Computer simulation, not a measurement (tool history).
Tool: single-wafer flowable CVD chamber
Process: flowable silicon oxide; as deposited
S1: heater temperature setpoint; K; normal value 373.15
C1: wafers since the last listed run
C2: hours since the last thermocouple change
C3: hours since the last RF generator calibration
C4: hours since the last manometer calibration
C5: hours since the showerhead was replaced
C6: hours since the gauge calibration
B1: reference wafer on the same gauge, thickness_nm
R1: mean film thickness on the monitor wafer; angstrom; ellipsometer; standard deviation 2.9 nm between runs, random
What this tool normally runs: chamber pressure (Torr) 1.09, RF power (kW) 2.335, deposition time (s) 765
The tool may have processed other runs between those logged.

run 1 day=0.000 | S1=373.15 chamber_pressure_(Torr)=1.09 RF_power_(kW)=2.335 deposition_time_(s)=799 | C1=0 C2=1016.3 C3=392.9 C4=546.8 C5=6226.4 C6=1162.6 | B1=845.431 | R1=8161.82
run 2 day=3.754 | S1=373.15 chamber_pressure_(Torr)=1.09 RF_power_(kW)=2.335 deposition_time_(s)=799 | C1=189 C2=1106.4 C3=483.0 C4=636.9 C5=6316.5 C6=1252.7 | B1=845.436 | R1=8105.24
run 3 day=5.967 | S1=373.15 chamber_pressure_(Torr)=1.09 RF_power_(kW)=2.335 deposition_time_(s)=799 | C1=111 C2=1159.5 C3=536.1 C4=690.0 C5=6369.6 C6=1305.8 | B1=845.572 | R1=8159.90
run 4 day=10.179 | S1=373.15 chamber_pressure_(Torr)=1.09 RF_power_(kW)=2.430 deposition_time_(s)=765 | C1=212 C2=1260.6 C3=637.2 C4=791.1 C5=6470.7 C6=1406.9 | B1=844.969 | R1=7915.95
run 5 day=12.146 | S1=373.15 chamber_pressure_(Torr)=1.09 RF_power_(kW)=2.430 deposition_time_(s)=765 | C1=99 C2=1307.8 C3=684.4 C4=838.3 C5=6517.9 C6=1454.1 | B1=844.672 | R1=7878.44
run 6 day=15.908 | S1=373.15 chamber_pressure_(Torr)=1.09 RF_power_(kW)=2.430 deposition_time_(s)=765 | C1=190 C2=1398.1 C3=774.7 C4=928.6 C5=6608.2 C6=1544.4 | B1=844.978 | R1=7868.55
run 7 day=17.550 | S1=373.15 chamber_pressure_(Torr)=1.09 RF_power_(kW)=2.455 deposition_time_(s)=814 | C1=82 C2=1437.5 C3=814.1 C4=968.0 C5=6647.6 C6=1583.8 | B1=845.411 | R1=8397.75
-- day=19.354 capacitance manometer re-zeroed and calibrated
run 8 day=21.975 | S1=373.15 chamber_pressure_(Torr)=1.09 RF_power_(kW)=2.335 deposition_time_(s)=765 | C1=206 C2=1543.7 C3=920.3 C4=62.9 C5=6753.8 C6=1690.0 | B1=844.053 | R1=7826.53
run 9 day=25.883 | S1=373.15 chamber_pressure_(Torr)=1.09 RF_power_(kW)=2.335 deposition_time_(s)=765 | C1=197 C2=1637.5 C3=1014.1 C4=156.7 C5=6847.6 C6=1783.8 | B1=844.711 | R1=7735.66
-- day=36.646 gauge calibrated
run 10 day=36.688 | S1=366.15 chamber_pressure_(Torr)=1.09 RF_power_(kW)=2.335 deposition_time_(s)=765 | C1=546 C2=1896.8 C3=1273.4 C4=416.0 C5=7106.9 C6=1.0 | B1=844.808 | R1=10007.98
-- day=38.071 showerhead replaced, of another model than before
run 11 day=39.992 | S1=366.15 chamber_pressure_(Torr)=1.09 RF_power_(kW)=2.335 deposition_time_(s)=765 | C1=150 C2=1976.1 C3=1352.7 C4=495.3 C5=46.1 C6=80.3 | B1=844.809 | R1=10139.55
run 12 day=44.146 | S1=373.15 chamber_pressure_(Torr)=1.09 RF_power_(kW)=2.535 deposition_time_(s)=765 | C1=209 C2=2075.8 C3=1452.4 C4=595.0 C5=145.8 C6=180.0 | B1=845.284 | R1=7893.45
run 13 day=45.712 | S1=377.15 chamber_pressure_(Torr)=0.83 RF_power_(kW)=2.550 deposition_time_(s)=884 | C1=79 C2=2113.4 C3=1490.0 C4=632.6 C5=183.4 C6=217.6 | B1=844.708 | R1=6576.48
-- day=48.867 thermocouple changed; heater temperature recalibrated
run 14 day=49.488 | S1=379.15 chamber_pressure_(Torr)=0.90 RF_power_(kW)=2.335 deposition_time_(s)=765 | C1=173 C2=14.9 C3=1580.6 C4=723.2 C5=274.0 C6=308.2 | B1=845.634 | R1=5437.93
run 15 day=51.729 | S1=373.15 chamber_pressure_(Torr)=1.16 RF_power_(kW)=2.115 deposition_time_(s)=765 | C1=113 C2=68.7 C3=1634.4 C4=777.0 C5=327.8 C6=362.0 | B1=846.093 | R1=7870.93
-- day=54.154 RF generator calibrated
run 16 day=54.600 | S1=373.15 chamber_pressure_(Torr)=1.09 RF_power_(kW)=1.990 deposition_time_(s)=765 | C1=128 C2=137.6 C3=10.7 C4=845.9 C5=396.7 C6=430.9 | B1=845.270 | R1=7658.96
run 17 day=58.608 | S1=373.15 chamber_pressure_(Torr)=1.09 RF_power_(kW)=2.335 deposition_time_(s)=765 | C1=202 C2=233.8 C3=106.9 C4=942.1 C5=492.9 C6=527.1 | B1=845.781 | R1=7916.51
run 18 day=60.158 | S1=385.15 chamber_pressure_(Torr)=1.09 RF_power_(kW)=2.185 deposition_time_(s)=908 | C1=78 C2=271.0 C3=144.1 C4=979.3 C5=530.1 C6=564.3 | B1=844.806 | R1=5944.17
run 19 day=64.038 | S1=380.15 chamber_pressure_(Torr)=1.00 RF_power_(kW)=2.335 deposition_time_(s)=653 | C1=196 C2=364.1 C3=237.2 C4=1072.4 C5=623.2 C6=657.4 | B1=845.658 | R1=4864.65
-- day=64.883 capacitance manometer re-zeroed and calibrated
run 20 day=69.154 | S1=373.15 chamber_pressure_(Torr)=1.32 RF_power_(kW)=2.335 deposition_time_(s)=765 | C1=241 C2=486.9 C3=360.0 C4=102.5 C5=746.0 C6=780.2 | B1=845.237 | R1=8953.46
run 21 day=73.075 | S1=360.15 chamber_pressure_(Torr)=1.09 RF_power_(kW)=2.335 deposition_time_(s)=683 | C1=198 C2=581.0 C3=454.1 C4=196.6 C5=840.1 C6=874.3 | B1=844.432 | R1=11248.77
run 22 day=75.308 | S1=377.15 chamber_pressure_(Torr)=0.83 RF_power_(kW)=2.550 deposition_time_(s)=884 | C1=112 C2=634.6 C3=507.7 C4=250.2 C5=893.7 C6=927.9 | B1=844.552 | R1=6654.19
run 23 day=79.533 | S1=373.15 chamber_pressure_(Torr)=1.09 RF_power_(kW)=2.335 deposition_time_(s)=765 | C1=213 C2=736.0 C3=609.1 C4=351.6 C5=995.1 C6=1029.3 | B1=844.902 | R1=7863.11
run 24 day=82.496 | S1=373.15 chamber_pressure_(Torr)=1.09 RF_power_(kW)=2.335 deposition_time_(s)=765 | C1=149 C2=807.1 C3=680.2 C4=422.7 C5=1066.2 C6=1100.4 | B1=845.812 | R1=7839.04
run 25 day=85.100 | S1=373.15 chamber_pressure_(Torr)=1.26 RF_power_(kW)=2.535 deposition_time_(s)=765 | C1=131 C2=869.6 C3=742.7 C4=485.2 C5=1128.7 C6=1162.9 | B1=845.452 | R1=8751.63

Below, each run's measurement less what the same run would have read without the hidden state. Both values contain the same run-to-run variation, but the gauge's scatter may not be the same in both:
What the log doesn't record here: wafer temperature above the value expected at the setpoint (K); delivered RF power above the setpoint (%); true pressure above the setpoint (%); gauge reads high (%).
run=1 R1=-43.35
run=2 R1=-48.56
run=3 R1=-52.71
run=4 R1=-59.30
run=5 R1=-63.32
run=6 R1=-72.38
run=7 R1=-81.91
run=8 R1=-95.41
run=9 R1=-110.78
run=10 R1=-215.03
run=11 R1=-112.45
run=12 R1=-93.88
run=13 R1=-81.73
run=14 R1=-83.04
run=15 R1=-158.69
run=16 R1=-1.08
run=17 R1=-1.26
run=18 R1=-1.54
run=19 R1=-1.73
run=20 R1=-6.09
run=21 R1=-11.46
run=22 R1=-8.30
run=23 R1=-13.76
run=24 R1=-16.92
run=25 R1=-22.37

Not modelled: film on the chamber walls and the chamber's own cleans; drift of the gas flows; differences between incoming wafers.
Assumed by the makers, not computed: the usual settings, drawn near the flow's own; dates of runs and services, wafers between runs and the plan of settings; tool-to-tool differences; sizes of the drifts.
